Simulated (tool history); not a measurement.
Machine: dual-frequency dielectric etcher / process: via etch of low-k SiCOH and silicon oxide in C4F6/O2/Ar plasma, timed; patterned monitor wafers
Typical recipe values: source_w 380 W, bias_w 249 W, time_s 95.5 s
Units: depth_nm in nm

| run | hour | source_w | bias_w | time_s | read-back reference wafer on the same gauge, depth_nm | depth_nm |
|---|---|---|---|---|---|---|
| 1 | 0 | 450 | 249 | 95.5 | 278.2 | 302.3 |
| 2 | 6.7 | 380 | 249 | 80 | 277.9 | 238.6 |
| 3 | 13 | 380 | 249 | 80 | 278 | 239 |
|  | 27.7 | gauge calibrated |
| 4 | 28 | 380 | 249 | 80 | 278.2 | 239.3 |
|  | 37.4 | source power generator calibrated |
| 5 | 37.9 | 380 | 249 | 95.5 | 277.9 | 285.2 |
| 6 | 46.7 | 380 | 249 | 95.5 | 278.1 | 285.3 |
| 7 | 56.8 | 480 | 277 | 95.5 | 278.2 | 319.2 |
|  | 82.6 | wet clean of the chamber |
|  | 83.5 | bias power generator calibrated |
|  | 106.2 | upper electrode replaced |
| 8 | 106.7 | 460 | 284 | 80 | 278.1 | 260.1 |
| 9 | 107.1 | 380 | 280 | 69 | 278.2 | 209.4 |
| 10 | 107.4 | 440 | 285 | 121.5 | 278 | 389.6 |
| 11 | 107.7 | 440 | 249 | 119 | 277.8 | 368.8 |
| 12 | 109.5 | 320 | 249 | 84 | 277.9 | 233.7 |
| 13 | 118 | 380 | 249 | 95.5 | 278.2 | 282.4 |
| 14 | 135.6 | 350 | 302 | 84.5 | 278.2 | 255.4 |
| 15 | 152 | 330 | 286 | 95.5 | 278.4 | 277.9 |
| 16 | 165.8 | 330 | 249 | 95.5 | 278.2 | 267.8 |
| 17 | 181.7 | 380 | 249 | 121 | 277.9 | 357 |
| 18 | 192 | 380 | 249 | 95.5 | 278.1 | 282.9 |
| 19 | 202.5 | 310 | 249 | 95.5 | 278.1 | 263.2 |
| 20 | 234.5 | 380 | 270 | 118 | 278.1 | 357.9 |
| 21 | 245.9 | 410 | 249 | 77.5 | 277.9 | 234.8 |
| 22 | 255.3 | 380 | 269 | 95.5 | 278 | 288 |
| 23 | 271.9 | 380 | 195 | 82 | 277.8 | 229 |
| 24 | 288.3 | 380 | 249 | 95.5 | 278.2 | 282.8 |
| 25 | 304.4 | 380 | 282 | 95.5 | 278 | 292.6 |
| 26 | 313.7 | 320 | 249 | 84 | 278 | 236 |
| 27 | 344.5 | 380 | 249 | 95.5 | 277.9 | 283.2 |
| 28 | 351.2 | 380 | 249 | 121.5 | 277.8 | 360.2 |
| 29 | 360.1 | 380 | 249 | 120 | 278.2 | 357.1 |
|  | 361.8 | gauge calibrated |
| 30 | 374.2 | 290 | 223 | 86.5 | 277.9 | 228.7 |

Pick out some run-to-run changes in depth_nm. Of each, how much would a tool without hidden state show as well, from the settings, what came in and chance, and how much is left for the hidden state and any gauge scatter not in both results compared?
Hidden state present: etch rate over this chamber's usual, %; source power that arrives over what is set, %; bias power that arrives over what is set, %; gauge reads high (%).
Run 1 -> 2: source_w 450 -> 380, time_s 95.5 -> 80. depth_nm -63.7 nm: hidden state -0.8, all else -62.9.
Run 7 -> 8: source_w 480 -> 460, bias_w 277 -> 284, time_s 95.5 -> 80, wet clean of the chamber, bias power generator calibrated, upper electrode replaced. depth_nm -59.1 nm: hidden state -4.4, all else -54.7.
Run 9 -> 10: source_w 380 -> 440, bias_w 280 -> 285, time_s 69 -> 121.5. depth_nm +180.2 nm: hidden state +0.3, all else +179.9.
Run 11 -> 12: source_w 440 -> 320, time_s 119 -> 84. depth_nm -135.1 nm: hidden state -0.2, all else -134.9.
Run 29 -> 30: source_w 380 -> 290, bias_w 249 -> 223, time_s 120 -> 86.5, gauge calibrated. depth_nm -128.4 nm: hidden state -1, all else -127.4.
